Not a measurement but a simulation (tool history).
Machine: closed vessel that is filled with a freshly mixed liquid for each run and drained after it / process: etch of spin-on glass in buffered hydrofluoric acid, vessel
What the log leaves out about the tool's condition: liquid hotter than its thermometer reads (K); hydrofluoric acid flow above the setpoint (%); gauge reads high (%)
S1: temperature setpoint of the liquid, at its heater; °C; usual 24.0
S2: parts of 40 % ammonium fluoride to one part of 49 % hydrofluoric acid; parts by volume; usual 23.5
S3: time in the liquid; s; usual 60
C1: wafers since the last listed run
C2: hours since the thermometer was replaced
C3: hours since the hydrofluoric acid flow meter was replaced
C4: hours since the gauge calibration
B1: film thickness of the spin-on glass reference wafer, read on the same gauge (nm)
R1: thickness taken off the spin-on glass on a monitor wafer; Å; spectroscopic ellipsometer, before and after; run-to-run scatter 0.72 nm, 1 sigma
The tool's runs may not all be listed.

run 1 hour=0.0 | S1=24.0 S2=23.5 S3=60 | C1=0 C2=1808.6 C3=308.7 C4=942.3 | B1=119.99 | R1=1067.7
run 2 hour=50.7 | S1=24.0 S2=23.5 S3=60 | C1=5192 C2=1859.3 C3=359.4 C4=993.0 | B1=119.98 | R1=1071.6
run 3 hour=148.0 | S1=24.0 S2=23.5 S3=60 | C1=9965 C2=1956.6 C3=456.7 C4=1090.3 | B1=119.97 | R1=1061.5
run 4 hour=199.1 | S1=24.0 S2=23.5 S3=80 | C1=5233 C2=2007.7 C3=507.8 C4=1141.4 | B1=120.00 | R1=1437.2
run 5 hour=270.5 | S1=24.0 S2=23.5 S3=60 | C1=7312 C2=2079.1 C3=579.2 C4=1212.8 | B1=119.99 | R1=1097.4
run 6 hour=478.5 | S1=24.0 S2=23.5 S3=60 | C1=21302 C2=2287.1 C3=787.2 C4=1420.8 | B1=119.96 | R1=1099.4
run 7 hour=536.8 | S1=24.0 S2=23.5 S3=60 | C1=5970 C2=2345.4 C3=845.5 C4=1479.1 | B1=119.96 | R1=1092.9
run 8 hour=612.9 | S1=24.0 S2=23.5 S3=60 | C1=7794 C2=2421.5 C3=921.6 C4=1555.2 | B1=120.04 | R1=1111.5
-- hour=647.5 hydrofluoric acid flow meter replaced
run 9 hour=690.9 | S1=24.0 S2=23.5 S3=60 | C1=7886 C2=2499.5 C3=43.4 C4=1633.2 | B1=120.03 | R1=1110.8
-- hour=717.0 thermometer replaced
run 10 hour=747.0 | S1=24.0 S2=23.5 S3=60 | C1=5643 C2=30.0 C3=99.5 C4=1689.3 | B1=120.01 | R1=990.2
run 11 hour=819.0 | S1=24.0 S2=23.5 S3=60 | C1=7374 C2=102.0 C3=171.5 C4=1761.3 | B1=120.00 | R1=995.3
run 12 hour=877.2 | S1=21.0 S2=29.0 S3=80 | C1=5960 C2=160.2 C3=229.7 C4=1819.5 | B1=120.03 | R1=971.7
run 13 hour=958.0 | S1=24.0 S2=23.5 S3=60 | C1=8275 C2=241.0 C3=310.5 C4=1900.3 | B1=119.97 | R1=1009.5
run 14 hour=1012.4 | S1=28.5 S2=14.5 S3=95 | C1=5571 C2=295.4 C3=364.9 C4=1954.7 | B1=120.02 | R1=3071.9
run 15 hour=1113.9 | S1=24.0 S2=23.5 S3=60 | C1=10395 C2=396.9 C3=466.4 C4=2056.2 | B1=120.03 | R1=1013.4
run 16 hour=1189.8 | S1=24.0 S2=30.0 S3=45 | C1=7773 C2=472.8 C3=542.3 C4=2132.1 | B1=119.99 | R1=648.2
-- hour=1210.8 gauge calibrated
run 17 hour=1229.5 | S1=24.0 S2=23.5 S3=75 | C1=4065 C2=512.5 C3=582.0 C4=18.7 | B1=120.00 | R1=1274.2
run 18 hour=1273.0 | S1=24.0 S2=19.5 S3=45 | C1=4455 C2=556.0 C3=625.5 C4=62.2 | B1=120.00 | R1=864.1
run 19 hour=1368.3 | S1=24.0 S2=23.5 S3=60 | C1=9760 C2=651.3 C3=720.8 C4=157.5 | B1=120.01 | R1=1027.0
run 20 hour=1435.1 | S1=24.0 S2=23.5 S3=60 | C1=6841 C2=718.1 C3=787.6 C4=224.3 | B1=119.99 | R1=1015.9
run 21 hour=1517.9 | S1=21.0 S2=14.5 S3=45 | C1=8480 C2=800.9 C3=870.4 C4=307.1 | B1=120.00 | R1=995.3
-- hour=1621.8 hydrofluoric acid flow meter replaced
run 22 hour=1717.4 | S1=24.0 S2=18.5 S3=85 | C1=20329 C2=1000.4 C3=95.6 C4=506.6 | B1=120.01 | R1=1767.1
run 23 hour=1791.4 | S1=22.5 S2=27.5 S3=80 | C1=7578 C2=1074.4 C3=169.6 C4=580.6 | B1=120.04 | R1=1132.3

Here are 3 independent what-if runs from the current tool condition. What would each one return?
run A hour=1792.1 | S1=24.0 S2=23.5 S3=60 | C1=71 C2=1075.1 C3=170.3 C4=581.3 | B1=? | R1=?
run B hour=1792.1 | S1=21.5 S2=23.5 S3=60 | C1=71 C2=1075.1 C3=170.3 C4=581.3 | B1=? | R1=?
run C hour=1792.1 | S1=24.0 S2=23.5 S3=95 | C1=71 C2=1075.1 C3=170.3 C4=581.3 | B1=? | R1=?

run=A B1=120.01 R1=1023.8
run=B B1=120.01 R1=892.4
run=C B1=120.01 R1=1621.1
With no hidden state in the tool, these same runs would have given:
run=A R1=971.5
run=B R1=846.1
run=C R1=1538.2
